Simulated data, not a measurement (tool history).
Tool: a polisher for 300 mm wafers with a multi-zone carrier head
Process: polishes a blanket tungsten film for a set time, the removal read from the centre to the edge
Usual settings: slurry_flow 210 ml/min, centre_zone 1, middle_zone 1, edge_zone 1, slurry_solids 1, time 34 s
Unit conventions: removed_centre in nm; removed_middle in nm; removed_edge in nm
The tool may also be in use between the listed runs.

run,hour,slurry_flow,centre_zone,middle_zone,edge_zone,slurry_solids,time,wafers since the last listed run,wafers polished on this pad,hours since the slurry nozzle was cleaned,hours since the centre zone pressure was calibrated,hours since the edge zone pressure was calibrated,hours since the carrier head's membrane was replaced,"incoming thickness of the incoming film, nm",removed_centre,removed_middle,removed_edge
1,0,210,1,1,0.93,1,34,0,600,454.2,1282.4,499.4,1464.2,1476.3,174.5,178.8,162.5
# hour 9.1: worn pad replaced by a new one
2,10.8,210,1,1,0.93,1,34,72,18,465,1293.2,510.2,1475,1493.1,184.9,185.6,175.9
3,21,210,1,1,1,1,34,108,126,475.2,1303.4,520.4,1485.2,1522.4,180,181.7,178.3
4,33.6,210,1,1,1,1,30,133,260,487.8,1316,533,1497.8,1507.8,155.4,157,154.1
5,46.3,210,1,1,1,1,30,134,394,500.5,1328.7,545.7,1510.5,1495.4,152.8,154.4,150
6,59.9,210,1,1,1,1,34,144,539,514.1,1342.3,559.3,1524.1,1491.9,171.1,172.3,169.7
# hour 69.1: worn pad replaced by a new one
7,71.9,210,1,1,1,1,34,84,29,526.1,1354.3,571.3,1536.1,1526.1,185.7,186.7,189.6
8,78.2,210,1,1,1,1,34,66,96,532.4,1360.6,577.6,1542.4,1503,183.7,188.8,180.6
9,94.4,275,1.05,1,1,0.8,34,171,268,548.6,1376.8,593.8,1558.6,1488.3,182.9,177.9,170.2
# hour 105.2: carrier head's membrane replaced by a new one
# hour 105.3: edge zone pressure recalibrated
# hour 105.7: centre zone pressure recalibrated
# hour 128.3: slurry nozzle cleaned
# hour 130: worn pad replaced by a new one, of another model than before
10,130.5,210,0.95,0.96,1,1,34,296,5,2.2,24.8,25.2,25.3,1489.5,178.3,183.3,185.1
11,146,210,1,1,1,0.85,38,164,169,17.7,40.3,40.7,40.8,1509.3,194.1,198.1,187.2
12,152.7,170,1.11,1.09,0.97,1,34,71,240,24.4,47,47.4,47.5,1490.7,185.5,178.4,164.1
13,160,210,1,1,1,1,34,77,318,31.7,54.3,54.7,54.8,1496.6,174.9,173.2,170.4
14,175.3,210,1,1,1,1,34,162,480,47,69.6,70,70.1,1479.2,172.2,177.4,171.4

Forecast each of these 3 alternatives for the next run:
A,175.7,210,1,1,1,0.85,34,4,484,47.4,70,70.4,70.5,1495.2,?,?,?
B,175.7,210,1,1,1.04,1,34,4,484,47.4,70,70.4,70.5,1495.2,?,?,?
C,175.7,210,1,0.9,1,1.2,34,4,484,47.4,70,70.4,70.5,1495.2,?,?,?

run,removed_centre,removed_middle,removed_edge
A,167,165.1,166.9
B,172.2,170.2,175.4
C,178.3,162.2,178.6
Take away the tool's hidden state, keep each run's random variation, and the runs would have read:
run,removed_centre,removed_middle,removed_edge
A,184.5,182.3,184.4
B,190.2,187.9,193.7
C,197,179.1,197.2
